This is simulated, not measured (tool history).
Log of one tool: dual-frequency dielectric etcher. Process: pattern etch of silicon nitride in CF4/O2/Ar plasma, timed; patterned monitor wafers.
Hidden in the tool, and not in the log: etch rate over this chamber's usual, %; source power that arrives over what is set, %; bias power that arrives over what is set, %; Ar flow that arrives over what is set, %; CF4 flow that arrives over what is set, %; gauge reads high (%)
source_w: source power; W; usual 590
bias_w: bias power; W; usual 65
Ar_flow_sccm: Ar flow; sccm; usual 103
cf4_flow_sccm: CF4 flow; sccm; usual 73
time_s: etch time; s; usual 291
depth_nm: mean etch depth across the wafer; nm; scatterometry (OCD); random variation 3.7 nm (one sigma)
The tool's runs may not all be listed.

| run | hour | source_w | bias_w | Ar_flow_sccm | cf4_flow_sccm | time_s | wafers since the last listed run | hours since the last wet clean | hours since the last source power generator calibration | hours since the last bias power generator calibration | hours since the last Ar flow controller change | hours since the last CF4 flow controller change | hours since the last upper electrode change | hours since the gauge calibration | read-back reference wafer on the same gauge, depth_nm | depth_nm |
|---|---|---|---|---|---|---|---|---|---|---|---|---|---|---|---|---|
| 1 | 0.0 | 590 | 65 | 103 | 73 | 291 | 0 | 292.8 | 4251.7 | 3806.4 | 3365.5 | 3750.5 | 5094.2 | 211.7 | 552.9 | 653.7 |
| 2 | 28.5 | 590 | 65 | 91 | 73 | 291 | 198 | 321.3 | 4280.2 | 3834.9 | 3394.0 | 3779.0 | 5122.7 | 240.2 | 552.6 | 660.2 |
| 3 | 59.0 | 590 | 65 | 91 | 73 | 291 | 211 | 351.8 | 4310.7 | 3865.4 | 3424.5 | 3809.5 | 5153.2 | 270.7 | 553.9 | 664.8 |
| 4 | 84.8 | 590 | 65 | 111 | 73 | 291 | 179 | 377.6 | 4336.5 | 3891.2 | 3450.3 | 3835.3 | 5179.0 | 296.5 | 553.4 | 649.9 |
| 5 | 107.7 | 590 | 65 | 111 | 73 | 291 | 159 | 400.5 | 4359.4 | 3914.1 | 3473.2 | 3858.2 | 5201.9 | 319.4 | 553.3 | 644.3 |
| 6 | 137.3 | 550 | 65 | 87 | 73 | 291 | 205 | 430.1 | 4389.0 | 3943.7 | 3502.8 | 3887.8 | 5231.5 | 349.0 | 554.3 | 620.0 |
|  | 152.7 | gauge calibrated |
|  | 155.3 | Ar flow controller replaced |
| 7 | 160.6 | 550 | 65 | 87 | 73 | 291 | 120 | 453.4 | 4412.3 | 3967.0 | 5.3 | 3911.1 | 5254.8 | 7.9 | 552.5 | 617.8 |
| 8 | 176.7 | 490 | 65 | 103 | 73 | 291 | 111 | 469.5 | 4428.4 | 3983.1 | 21.4 | 3927.2 | 5270.9 | 24.0 | 552.1 | 553.9 |
|  | 215.1 | CF4 flow controller replaced |
|  | 215.6 | wet clean of the chamber |
| 9 | 216.1 | 590 | 65 | 103 | 73 | 291 | 228 | 0.5 | 4467.8 | 4022.5 | 60.8 | 1.0 | 5310.3 | 63.4 | 552.9 | 670.5 |
| 10 | 216.5 | 590 | 65 | 120 | 73 | 291 | 2 | 0.9 | 4468.2 | 4022.9 | 61.2 | 1.4 | 5310.7 | 63.8 | 553.3 | 662.7 |
| 11 | 227.7 | 640 | 61 | 103 | 73 | 291 | 77 | 12.1 | 4479.4 | 4034.1 | 72.4 | 12.6 | 5321.9 | 75.0 | 554.3 | 713.3 |
| 12 | 251.9 | 590 | 65 | 103 | 73 | 291 | 168 | 36.3 | 4503.6 | 4058.3 | 96.6 | 36.8 | 5346.1 | 99.2 | 554.2 | 672.4 |

The next listed run, before its measurement:
|  | 276.4 | upper electrode replaced |
|  | 277.3 | bias power generator calibrated |
| 13 | 277.8 | 540 | 65 | 103 | 73 | 291 | 6 | 62.2 | 4529.5 | 0.5 | 122.5 | 62.7 | 1.4 | 125.1 | ? | ? |

read-back reference wafer on the same gauge, depth_nm: 555.0
depth_nm: 615.9 nm
Without the tool's hidden state the same run would have given depth_nm 582.7 nm.

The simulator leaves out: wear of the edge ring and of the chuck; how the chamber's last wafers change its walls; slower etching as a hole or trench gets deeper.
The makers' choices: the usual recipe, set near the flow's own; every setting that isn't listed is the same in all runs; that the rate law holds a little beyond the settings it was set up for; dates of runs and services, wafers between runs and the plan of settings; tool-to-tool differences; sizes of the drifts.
